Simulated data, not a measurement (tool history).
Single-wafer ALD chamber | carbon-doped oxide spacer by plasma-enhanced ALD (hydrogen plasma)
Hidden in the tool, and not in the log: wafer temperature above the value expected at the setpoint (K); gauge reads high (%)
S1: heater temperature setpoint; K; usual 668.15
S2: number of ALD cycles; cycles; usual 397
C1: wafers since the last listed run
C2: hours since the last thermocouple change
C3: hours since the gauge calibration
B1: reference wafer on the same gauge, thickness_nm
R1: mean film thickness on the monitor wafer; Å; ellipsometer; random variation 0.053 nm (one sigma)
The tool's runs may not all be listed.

run 1 hour=0.0 | S1=663.15 S2=397 | C1=0 C2=472.6 C3=315.6 | B1=18.503 | R1=215.19
run 2 hour=9.0 | S1=663.15 S2=397 | C1=8 C2=481.6 C3=324.6 | B1=18.520 | R1=215.22
run 3 hour=19.4 | S1=663.15 S2=397 | C1=9 C2=492.0 C3=335.0 | B1=18.521 | R1=215.74
run 4 hour=28.4 | S1=668.15 S2=397 | C1=8 C2=501.0 C3=344.0 | B1=18.539 | R1=214.95
run 5 hour=41.0 | S1=668.15 S2=397 | C1=11 C2=513.6 C3=356.6 | B1=18.538 | R1=215.85
run 6 hour=48.2 | S1=668.15 S2=397 | C1=6 C2=520.8 C3=363.8 | B1=18.556 | R1=215.04
run 7 hour=64.2 | S1=660.15 S2=429 | C1=14 C2=536.8 C3=379.8 | B1=18.564 | R1=233.33
run 8 hour=76.9 | S1=679.15 S2=397 | C1=11 C2=549.5 C3=392.5 | B1=18.571 | R1=213.25
run 9 hour=92.7 | S1=680.15 S2=397 | C1=14 C2=565.3 C3=408.3 | B1=18.573 | R1=212.14
run 10 hour=108.8 | S1=680.15 S2=397 | C1=14 C2=581.4 C3=424.4 | B1=18.601 | R1=212.84
run 11 hour=121.5 | S1=680.15 S2=397 | C1=11 C2=594.1 C3=437.1 | B1=18.606 | R1=212.59
run 12 hour=130.6 | S1=672.15 S2=376 | C1=8 C2=603.2 C3=446.2 | B1=18.600 | R1=204.58
run 13 hour=145.0 | S1=672.15 S2=376 | C1=13 C2=617.6 C3=460.6 | B1=18.609 | R1=204.69
run 14 hour=152.7 | S1=672.15 S2=376 | C1=7 C2=625.3 C3=468.3 | B1=18.627 | R1=204.75
run 15 hour=160.8 | S1=668.15 S2=397 | C1=7 C2=633.4 C3=476.4 | B1=18.625 | R1=217.54
run 16 hour=169.2 | S1=668.15 S2=397 | C1=7 C2=641.8 C3=484.8 | B1=18.637 | R1=216.90
-- hour=208.7 gauge calibrated
run 17 hour=210.4 | S1=658.15 S2=397 | C1=37 C2=683.0 C3=1.7 | B1=18.185 | R1=211.37
run 18 hour=228.3 | S1=658.15 S2=397 | C1=16 C2=700.9 C3=19.6 | B1=18.199 | R1=211.82
run 19 hour=244.7 | S1=668.15 S2=397 | C1=15 C2=717.3 C3=36.0 | B1=18.220 | R1=211.02
run 20 hour=254.9 | S1=668.15 S2=421 | C1=9 C2=727.5 C3=46.2 | B1=18.208 | R1=224.89
run 21 hour=272.1 | S1=668.15 S2=397 | C1=15 C2=744.7 C3=63.4 | B1=18.237 | R1=211.96
run 22 hour=287.3 | S1=682.15 S2=397 | C1=13 C2=759.9 C3=78.6 | B1=18.240 | R1=208.68
run 23 hour=304.6 | S1=653.15 S2=464 | C1=15 C2=777.2 C3=95.9 | B1=18.262 | R1=247.83
run 24 hour=319.3 | S1=668.15 S2=397 | C1=13 C2=791.9 C3=110.6 | B1=18.268 | R1=211.82
run 25 hour=332.6 | S1=668.15 S2=397 | C1=12 C2=805.2 C3=123.9 | B1=18.279 | R1=212.93
run 26 hour=344.2 | S1=668.15 S2=397 | C1=10 C2=816.8 C3=135.5 | B1=18.273 | R1=212.25
-- hour=356.8 thermocouple changed; heater temperature recalibrated
run 27 hour=357.3 | S1=673.15 S2=397 | C1=4 C2=0.5 C3=148.6 | B1=18.289 | R1=213.05
run 28 hour=367.3 | S1=655.15 S2=423 | C1=9 C2=10.5 C3=158.6 | B1=18.293 | R1=226.60
run 29 hour=374.6 | S1=653.15 S2=324 | C1=6 C2=17.8 C3=165.9 | B1=18.312 | R1=174.05
run 30 hour=386.8 | S1=678.15 S2=397 | C1=11 C2=30.0 C3=178.1 | B1=18.312 | R1=211.81
run 31 hour=397.7 | S1=668.15 S2=397 | C1=9 C2=40.9 C3=189.0 | B1=18.325 | R1=212.94
run 32 hour=414.1 | S1=655.15 S2=397 | C1=15 C2=57.3 C3=205.4 | B1=18.334 | R1=212.12
run 33 hour=427.9 | S1=677.15 S2=397 | C1=12 C2=71.1 C3=219.2 | B1=18.346 | R1=211.54
run 34 hour=441.0 | S1=662.15 S2=426 | C1=12 C2=84.2 C3=232.3 | B1=18.347 | R1=228.31
run 35 hour=453.0 | S1=668.15 S2=397 | C1=11 C2=96.2 C3=244.3 | B1=18.365 | R1=213.50
run 36 hour=461.1 | S1=668.15 S2=458 | C1=7 C2=104.3 C3=252.4 | B1=18.362 | R1=245.51
run 37 hour=473.1 | S1=680.15 S2=322 | C1=11 C2=116.3 C3=264.4 | B1=18.371 | R1=170.26

Forecast each of these 3 alternatives for the next run:
run A hour=474.1 | S1=668.15 S2=397 | C1=0 C2=117.3 C3=265.4 | B1=? | R1=?
run B hour=474.1 | S1=661.15 S2=397 | C1=0 C2=117.3 C3=265.4 | B1=? | R1=?
run C hour=474.1 | S1=668.15 S2=430 | C1=0 C2=117.3 C3=265.4 | B1=? | R1=?

run=A B1=18.376 R1=213.26
run=B B1=18.376 R1=213.26
run=C B1=18.376 R1=230.98
Without the tool's hidden state the same runs would have given:
run=A R1=211.24
run=B R1=211.24
run=C R1=228.80
